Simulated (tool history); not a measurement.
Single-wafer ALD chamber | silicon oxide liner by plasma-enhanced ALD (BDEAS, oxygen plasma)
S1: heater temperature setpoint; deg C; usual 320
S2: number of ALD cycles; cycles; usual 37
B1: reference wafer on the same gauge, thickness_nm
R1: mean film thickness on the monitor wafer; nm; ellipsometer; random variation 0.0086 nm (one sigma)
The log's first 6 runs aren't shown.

run,hour,S1,S2,B1,R1
7,505.1,320,37,3.69,3.419
8,575.8,320,37,3.689,3.409
9,678.4,320,37,3.689,3.412
10,714.8,320,39,3.691,3.583
11,778.6,331,34,3.69,3.082
12,867.7,331,34,3.689,3.062
13,972,331,34,3.692,3.063
14,1061.3,320,37,3.688,3.409
15,1163.4,320,37,3.689,3.403
16,1270.1,320,37,3.69,3.408
17,1318.1,312,37,3.69,3.438
18,1368.1,331,41,3.689,3.712
# hour 1431.4: thermocouple changed; heater temperature recalibrated
19,1467,312,34,3.691,3.195
20,1572.9,320,37,3.691,3.44
21,1624.7,306,32,3.688,3.039
22,1670.2,320,37,3.689,3.443
23,1742,320,37,3.692,3.418
24,1835.1,320,37,3.691,3.419

Run 25 comes next. What will it give?
# hour 1865.6: gauge calibrated
25,1897.7,320,37,?,?

B1: 3.688
R1: 3.417 nm
Without the tool's hidden state the same run would have given R1 3.432 nm.
